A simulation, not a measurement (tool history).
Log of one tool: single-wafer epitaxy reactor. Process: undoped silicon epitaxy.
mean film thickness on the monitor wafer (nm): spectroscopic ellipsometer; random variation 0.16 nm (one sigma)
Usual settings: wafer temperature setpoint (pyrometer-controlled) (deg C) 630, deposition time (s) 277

run     day  wafer temperature setpoint (pyrometer-controlled) (deg C)  deposition time (s)  wafers since the last listed run  hours since the last pyrometer calibration  hours since the gauge calibration  read-back reference wafer on the same gauge, thickness_nm  mean film thickness on the monitor wafer (nm)
  1   0.000                                                        630                  277                                 0                                        68.1                              410.2                                                     34.927                                         33.104
  2   1.612                                                        630                  277                               265                                       106.8                              448.9                                                     34.926                                         33.305
  3   3.512                                                        630                  277                               312                                       152.4                              494.5                                                     34.971                                         33.287
  4   5.371                                                        630                  277                               305                                       197.0                              539.1                                                     34.889                                         33.115
  5   9.692                                                        630                  277                               711                                       300.7                              642.8                                                     34.940                                         33.361
  6  11.858                                                        630                  277                               356                                       352.7                              694.8                                                     34.897                                         33.215
  7  16.250                                                        630                  277                               722                                       458.1                              800.2                                                     34.889                                         33.094
  8  19.579                                                        630                  277                               548                                       538.0                              880.1                                                     34.830                                         33.015
  9  22.208                                                        641                  277                               432                                       601.1                              943.2                                                     34.826                                         44.064
 10  28.046                                                        636                  277                               960                                       741.2                             1083.3                                                     34.934                                         38.523
 11  31.121                                                        636                  277                               506                                       815.0                             1157.1                                                     34.892                                         38.950
 12  33.929                                                        630                  277                               462                                       882.4                             1224.5                                                     34.955                                         33.171
 13  35.971                                                        630                  277                               336                                       931.4                             1273.5                                                     34.911                                         33.108
 14  38.096                                                        630                  277                               349                                       982.4                             1324.5                                                     34.998                                         33.262
 15  41.838                                                        630                  277                               615                                      1072.2                             1414.3                                                     34.941                                         33.266
 16  45.796                                                        630                  277                               651                                      1167.2                             1509.3                                                     34.910                                         32.980
 17  49.050                                                        630                  277                               535                                      1245.3                             1587.4                                                     34.946                                         32.962
 18  53.183                                                        622                  277                               680                                      1344.5                             1686.6                                                     34.855                                         26.878
 19  57.304                                                        618                  309                               678                                      1443.4                             1785.5                                                     34.935                                         26.894
 20  60.612                                                        638                  223                               544                                      1522.8                             1864.9                                                     34.932                                         32.833
     63.212  -- gauge calibrated
 21  63.938                                                        635                  277                               547                                      1602.6                               17.4                                                     34.820                                         37.801
 22  67.788                                                        637                  330                               633                                      1695.0                              109.8                                                     34.899                                         47.268
 23  69.612                                                        616                  302                               300                                      1738.8                              153.6                                                     34.936                                         25.146
 24  72.804                                                        643                  227                               525                                      1815.4                              230.2                                                     34.873                                         37.986
     75.829  -- pyrometer calibrated
 25  76.254                                                        621                  316                               513                                        10.2                              313.0                                                     34.951                                         29.776
 26  77.883                                                        630                  277                               268                                        49.3                              352.1                                                     34.913                                         33.313
 27  81.712                                                        638                  236                               630                                       141.2                              444.0                                                     34.887                                         34.610
 28  84.004                                                        630                  277                               377                                       196.2                              499.0                                                     34.846                                         33.253
 29  87.050                                                        623                  231                               501                                       269.3                              572.1                                                     34.864                                         22.895
 30  91.358                                                        630                  277                               709                                       372.7                              675.5                                                     34.845                                         33.210

Forecast run 31:
 31  93.329                                                        630                  277                               324                                       420.0                              722.8                                                          ?                                              ?

Run 31 gave read-back reference wafer on the same gauge, thickness_nm 35.016, mean film thickness on the monitor wafer (nm) 33.078.
Without the tool's hidden state the same run would have given mean film thickness on the monitor wafer (nm) 33.078.
